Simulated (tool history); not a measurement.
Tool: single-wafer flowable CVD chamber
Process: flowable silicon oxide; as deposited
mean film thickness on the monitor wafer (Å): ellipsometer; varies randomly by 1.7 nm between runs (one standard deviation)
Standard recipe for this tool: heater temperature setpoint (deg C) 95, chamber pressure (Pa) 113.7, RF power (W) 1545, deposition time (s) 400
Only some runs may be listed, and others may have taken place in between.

run,day,heater temperature setpoint (deg C),chamber pressure (Pa),RF power (W),deposition time (s),"read-back reference wafer on the same gauge, thickness_nm",mean film thickness on the monitor wafer (Å)
1,0,95,113.7,1545,400,240.959,2842.1
2,2.229,95,113.7,1545,400,240.802,2824.46
3,5.208,95,113.7,1545,400,240.921,2822.62
4,7.317,95,113.7,1545,400,240.576,2819.57
5,9.571,95,113.7,1545,400,240.708,2815.75
6,11.888,95,113.7,1545,400,241.088,2808.66
7,14.783,83,99.6,1545,330,241.285,3066.06
8,17.483,95,85.5,1810,476,241.496,2612.55
9,20.288,84,113.7,1545,473,240.829,4831.97
10,22.362,95,113.7,1545,400,240.749,2767.38
11,23.567,95,85.5,1810,476,241.122,2556.67
12,26.329,95,99.5,1545,378,240.432,2266.19
13,29,95,113.7,1440,400,240.801,2636.36
14,31.479,95,88,1855,400,241.313,2221.16
15,34.417,95,113.7,1545,400,240.627,2742.69
16,37.167,95,113.7,1390,400,241.641,2574.26
17,39.958,95,139.2,1720,460,241.308,4243.27
18,42.171,95,113.7,1545,444,241.302,3258.67
19,43.371,95,89.5,1545,371,241.624,2132.48
20,45.517,95,113.7,1545,400,240.457,2929.36
21,48.267,95,89.6,1695,400,241.214,2350.94
22,49.65,81,113.7,1545,400,240.895,4783.39
23,51.95,95,113.7,1545,400,241.238,2898.95
24,54.333,105,113.7,1545,400,241.037,1980.57
25,57.275,95,113.7,1800,446,241.098,3421.62
26,58.475,86,139.6,1830,436,241.407,5649.17
27,60.096,95,113.7,1545,400,241.123,2860.22
28,66.454,83,113.7,1365,400,241.688,4156.88

Taken out of this log: 4 entries between the listed runs. Where each belongs, and how the hidden state differs across it:
From run 3 to run 4: showerhead replaced (day 7.296)
  true pressure above the setpoint (%): -3.51 -> -3.77
  difference, measured minus the result without the unlogged condition, mean film thickness on the monitor wafer (Å): -102.21 -> -109.94
From run 5 to run 6: RF generator calibrated (day 10.075)
  true pressure above the setpoint (%): -4.05 -> -4.33
  difference, measured minus the result without the unlogged condition, mean film thickness on the monitor wafer (Å): -118.2 -> -126.57
From run 7 to run 8: thermocouple changed; heater temperature recalibrated (day 17.462)
  true pressure above the setpoint (%): -4.69 -> -5.02
  difference, measured minus the result without the unlogged condition, mean film thickness on the monitor wafer (Å): -154.68 -> -146.61
From run 16 to run 17: capacitance manometer re-zeroed and calibrated (day 38.562)
  true pressure above the setpoint (%): -7.45 -> 0.925
  difference, measured minus the result without the unlogged condition, mean film thickness on the monitor wafer (Å): -205.47 -> +37.08
